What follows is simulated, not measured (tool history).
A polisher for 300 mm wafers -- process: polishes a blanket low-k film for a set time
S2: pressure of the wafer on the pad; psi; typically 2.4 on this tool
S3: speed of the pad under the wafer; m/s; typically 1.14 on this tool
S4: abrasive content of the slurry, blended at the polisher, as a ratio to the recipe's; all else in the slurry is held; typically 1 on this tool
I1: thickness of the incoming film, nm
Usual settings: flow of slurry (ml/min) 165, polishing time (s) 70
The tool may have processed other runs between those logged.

{"run": 1, "hour": 0.0, "flow of slurry (ml/min)": 165, "S2": 2.4, "S3": 1.14, "S4": 1, "polishing time (s)": 70, "I1": 566.1, "film removed (nm)": 33.2}
{"hour": 19.2, "done": "conditioning disc replaced and pad reconditioned"}
{"hour": 59.3, "done": "worn pad replaced by a new one"}
{"run": 2, "hour": 59.8, "flow of slurry (ml/min)": 165, "S2": 2.4, "S3": 1.14, "S4": 1, "polishing time (s)": 70, "I1": 563.6, "film removed (nm)": 31.3}
{"hour": 103.7, "done": "slurry blender recalibrated"}
{"run": 3, "hour": 124.0, "flow of slurry (ml/min)": 165, "S2": 2.6, "S3": 1.14, "S4": 1, "polishing time (s)": 75, "I1": 558.9, "film removed (nm)": 39.5}
{"hour": 162.3, "done": "conditioning disc replaced and pad reconditioned"}
{"hour": 166.0, "done": "slurry nozzle cleaned"}
{"run": 4, "hour": 188.6, "flow of slurry (ml/min)": 165, "S2": 2.6, "S3": 1.14, "S4": 1, "polishing time (s)": 75, "I1": 571.1, "film removed (nm)": 39.8}
{"hour": 219.3, "done": "worn pad replaced by a new one"}
{"run": 5, "hour": 219.8, "flow of slurry (ml/min)": 125, "S2": 2.4, "S3": 1.14, "S4": 1, "polishing time (s)": 81, "I1": 558.2, "film removed (nm)": 36.9}
{"run": 6, "hour": 240.6, "flow of slurry (ml/min)": 165, "S2": 2.4, "S3": 1.14, "S4": 1, "polishing time (s)": 83, "I1": 555.8, "film removed (nm)": 40.1}
{"hour": 274.5, "done": "head pressure recalibrated"}
{"run": 7, "hour": 282.1, "flow of slurry (ml/min)": 165, "S2": 2.4, "S3": 1.14, "S4": 1, "polishing time (s)": 83, "I1": 554.1, "film removed (nm)": 39.6}
{"hour": 344.0, "done": "conditioning disc replaced and pad reconditioned"}
{"run": 8, "hour": 351.8, "flow of slurry (ml/min)": 165, "S2": 2.4, "S3": 1.14, "S4": 1, "polishing time (s)": 83, "I1": 561, "film removed (nm)": 38.2}
{"run": 9, "hour": 395.3, "flow of slurry (ml/min)": 165, "S2": 2.4, "S3": 1.14, "S4": 1, "polishing time (s)": 70, "I1": 569.1, "film removed (nm)": 32.4}
{"hour": 408.6, "done": "worn pad replaced by a new one"}
{"hour": 420.2, "done": "slurry blender recalibrated"}
{"run": 10, "hour": 438.0, "flow of slurry (ml/min)": 165, "S2": 2.4, "S3": 1.14, "S4": 1, "polishing time (s)": 70, "I1": 562.8, "film removed (nm)": 33.8}
{"hour": 469.4, "done": "slurry nozzle cleaned"}
{"run": 11, "hour": 495.2, "flow of slurry (ml/min)": 165, "S2": 2.4, "S3": 1.14, "S4": 1.25, "polishing time (s)": 57, "I1": 557.7, "film removed (nm)": 31.2}
{"hour": 509.3, "done": "conditioning disc replaced and pad reconditioned"}
{"run": 12, "hour": 553.3, "flow of slurry (ml/min)": 165, "S2": 2.4, "S3": 1.14, "S4": 1, "polishing time (s)": 70, "I1": 556.2, "film removed (nm)": 33.4}
{"hour": 575.9, "done": "worn pad replaced by a new one"}
{"run": 13, "hour": 577.6, "flow of slurry (ml/min)": 165, "S2": 2.6, "S3": 1.14, "S4": 0.8, "polishing time (s)": 82, "I1": 560.2, "film removed (nm)": 37.9}
{"run": 14, "hour": 643.9, "flow of slurry (ml/min)": 165, "S2": 2.4, "S3": 1.14, "S4": 1, "polishing time (s)": 70, "I1": 553.8, "film removed (nm)": 33.1}
{"hour": 666.5, "done": "conditioning disc replaced and pad reconditioned"}
{"run": 15, "hour": 700.2, "flow of slurry (ml/min)": 200, "S2": 2.4, "S3": 0.98, "S4": 0.85, "polishing time (s)": 50, "I1": 562.9, "film removed (nm)": 19.6}
{"hour": 761.9, "done": "worn pad replaced by a new one"}
{"run": 16, "hour": 776.1, "flow of slurry (ml/min)": 165, "S2": 2.4, "S3": 1.14, "S4": 1.1, "polishing time (s)": 70, "I1": 561.3, "film removed (nm)": 32.7}
{"hour": 777.8, "done": "slurry nozzle cleaned"}
{"hour": 788.3, "done": "slurry blender recalibrated"}
{"run": 17, "hour": 802.4, "flow of slurry (ml/min)": 165, "S2": 2.4, "S3": 1.14, "S4": 1, "polishing time (s)": 77, "I1": 552.5, "film removed (nm)": 37.6}
{"run": 18, "hour": 839.1, "flow of slurry (ml/min)": 165, "S2": 2.4, "S3": 1.14, "S4": 1, "polishing time (s)": 81, "I1": 569.3, "film removed (nm)": 39.8}

4 ways to go on from here, each from the tool as it stands after run 18. What would each give?
{"run": "A", "hour": 839.5, "flow of slurry (ml/min)": 165, "S2": 2.4, "S3": 1.14, "S4": 1, "polishing time (s)": 70, "I1": 559.9, "film removed (nm)": "?"}
{"run": "B", "hour": 839.5, "flow of slurry (ml/min)": 145, "S2": 3.1, "S3": 0.88, "S4": 1, "polishing time (s)": 70, "I1": 559.9, "film removed (nm)": "?"}
{"run": "C", "hour": 839.5, "flow of slurry (ml/min)": 185, "S2": 2.6, "S3": 1.14, "S4": 1, "polishing time (s)": 92, "I1": 559.9, "film removed (nm)": "?"}
{"run": "D", "hour": 839.5, "flow of slurry (ml/min)": 165, "S2": 2.4, "S3": 1.14, "S4": 1, "polishing time (s)": 62, "I1": 559.9, "film removed (nm)": "?"}

run=A film_removed_(nm)=33.5
run=B film_removed_(nm)=36.2
run=C film_removed_(nm)=48.6
run=D film_removed_(nm)=29.7
Without the tool's unlogged condition, the same runs would have read:
run=A film_removed_(nm)=34
run=B film_removed_(nm)=36.8
run=C film_removed_(nm)=49.4
run=D film_removed_(nm)=30.2
